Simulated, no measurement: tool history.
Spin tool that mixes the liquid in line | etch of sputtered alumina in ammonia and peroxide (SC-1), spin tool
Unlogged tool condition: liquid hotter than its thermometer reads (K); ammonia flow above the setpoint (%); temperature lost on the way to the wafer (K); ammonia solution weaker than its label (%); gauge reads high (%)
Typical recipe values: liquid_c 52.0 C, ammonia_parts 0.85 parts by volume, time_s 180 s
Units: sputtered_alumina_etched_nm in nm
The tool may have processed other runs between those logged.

| run | day | liquid_c | ammonia_parts | time_s | wafers since the last listed run | hours since the thermometer was replaced | hours since the ammonia flow meter was replaced | hours since the heated supply line was repaired | hours since the drum of ammonia solution was connected | hours since the gauge calibration | read-back film thickness of the sputtered alumina reference wafer, read on the same gauge (nm) | sputtered_alumina_etched_nm |
|---|---|---|---|---|---|---|---|---|---|---|---|---|
| 1 | 0.000 | 52.0 | 0.85 | 180 | 0 | 922.3 | 758.7 | 1322.2 | 57.2 | 2164.3 | 140.02 | 10.45 |
| 2 | 4.196 | 52.0 | 0.85 | 180 | 762 | 1023.0 | 859.4 | 1422.9 | 157.9 | 2265.0 | 140.04 | 10.35 |
|  | 7.712 | ammonia flow meter replaced |
| 3 | 17.246 | 52.0 | 0.85 | 180 | 2362 | 1336.2 | 228.8 | 1736.1 | 471.1 | 2578.2 | 140.03 | 10.47 |
| 4 | 20.212 | 52.0 | 1.10 | 150 | 538 | 1407.4 | 300.0 | 1807.3 | 542.3 | 2649.4 | 139.98 | 9.10 |
| 5 | 23.429 | 52.0 | 0.85 | 140 | 584 | 1484.6 | 377.2 | 1884.5 | 619.5 | 2726.6 | 139.98 | 8.22 |
|  | 23.829 | heated supply line repaired |
| 6 | 26.546 | 52.0 | 0.85 | 140 | 558 | 1559.4 | 452.0 | 65.2 | 694.3 | 2801.4 | 140.00 | 8.21 |
| 7 | 31.012 | 59.0 | 0.85 | 180 | 811 | 1666.6 | 559.2 | 172.4 | 801.5 | 2908.6 | 139.98 | 15.50 |
| 8 | 34.383 | 59.0 | 0.85 | 180 | 612 | 1747.5 | 640.1 | 253.3 | 882.4 | 2989.5 | 140.00 | 15.26 |
| 9 | 38.325 | 52.0 | 0.85 | 180 | 715 | 1842.1 | 734.7 | 347.9 | 977.0 | 3084.1 | 140.01 | 10.67 |
| 10 | 40.350 | 52.0 | 0.85 | 240 | 367 | 1890.7 | 783.3 | 396.5 | 1025.6 | 3132.7 | 140.06 | 14.22 |
|  | 41.179 | new drum of ammonia solution connected |
| 11 | 42.746 | 57.5 | 0.50 | 180 | 427 | 1948.2 | 840.8 | 454.0 | 37.6 | 3190.2 | 140.00 | 13.57 |
|  | 43.733 | ammonia flow meter replaced |
|  | 45.646 | gauge calibrated |
| 12 | 45.954 | 49.0 | 1.15 | 230 | 575 | 2025.2 | 53.3 | 531.0 | 114.6 | 7.4 | 140.03 | 11.89 |
| 13 | 50.429 | 55.5 | 0.55 | 275 | 812 | 2132.6 | 160.7 | 638.4 | 222.0 | 114.8 | 139.94 | 19.11 |
| 14 | 54.679 | 59.5 | 0.70 | 130 | 771 | 2234.6 | 262.7 | 740.4 | 324.0 | 216.8 | 140.00 | 11.33 |
| 15 | 56.579 | 52.0 | 0.85 | 240 | 345 | 2280.2 | 308.3 | 786.0 | 369.6 | 262.4 | 139.94 | 14.52 |
| 16 | 58.912 | 57.5 | 0.95 | 110 | 423 | 2336.2 | 364.3 | 842.0 | 425.6 | 318.4 | 139.98 | 9.01 |
|  | 60.875 | thermometer replaced |
| 17 | 61.854 | 52.0 | 0.70 | 180 | 526 | 23.5 | 434.9 | 912.6 | 496.2 | 389.0 | 140.01 | 9.99 |
| 18 | 63.446 | 52.0 | 0.85 | 180 | 289 | 61.7 | 473.1 | 950.8 | 534.4 | 427.2 | 139.96 | 10.16 |
| 19 | 65.846 | 52.0 | 0.85 | 95 | 435 | 119.3 | 530.7 | 1008.4 | 592.0 | 484.8 | 139.99 | 5.44 |
| 20 | 67.938 | 52.0 | 0.85 | 180 | 379 | 169.5 | 580.9 | 1058.6 | 642.2 | 535.0 | 140.02 | 10.22 |
| 21 | 70.342 | 59.5 | 0.85 | 220 | 436 | 227.2 | 638.6 | 1116.3 | 699.9 | 592.7 | 140.03 | 18.52 |
|  | 79.296 | ammonia flow meter replaced |
| 22 | 80.633 | 52.0 | 0.85 | 80 | 1861 | 474.2 | 32.1 | 1363.3 | 946.9 | 839.7 | 139.93 | 4.57 |
| 23 | 83.888 | 43.5 | 0.85 | 230 | 590 | 552.3 | 110.2 | 1441.4 | 1025.0 | 917.8 | 139.98 | 8.21 |
| 24 | 88.346 | 52.0 | 0.85 | 180 | 809 | 659.3 | 217.2 | 1548.4 | 1132.0 | 1024.8 | 139.99 | 10.37 |
|  | 89.092 | new drum of ammonia solution connected |
| 25 | 90.383 | 58.5 | 0.95 | 145 | 362 | 708.2 | 266.1 | 1597.3 | 31.0 | 1073.7 | 139.99 | 11.92 |

3 options for the next run, each taken on its own from the tool as it stands now. Forecast them:
| A | 90.404 | 52.0 | 0.85 | 130 | 3 | 708.7 | 266.6 | 1597.8 | 31.5 | 1074.2 | ? | ? |
| B | 90.404 | 52.0 | 0.50 | 115 | 3 | 708.7 | 266.6 | 1597.8 | 31.5 | 1074.2 | ? | ? |
| C | 90.404 | 61.5 | 0.85 | 180 | 3 | 708.7 | 266.6 | 1597.8 | 31.5 | 1074.2 | ? | ? |

| run | read-back film thickness of the sputtered alumina reference wafer, read on the same gauge (nm) | sputtered_alumina_etched_nm |
|---|---|---|
| A | 139.96 | 7.54 |
| B | 139.96 | 6.35 |
| C | 139.96 | 17.16 |
Had the tool no hidden state, the same runs would have come out as:
| run | sputtered_alumina_etched_nm |
|---|---|
| A | 7.29 |
| B | 6.14 |
| C | 16.63 |

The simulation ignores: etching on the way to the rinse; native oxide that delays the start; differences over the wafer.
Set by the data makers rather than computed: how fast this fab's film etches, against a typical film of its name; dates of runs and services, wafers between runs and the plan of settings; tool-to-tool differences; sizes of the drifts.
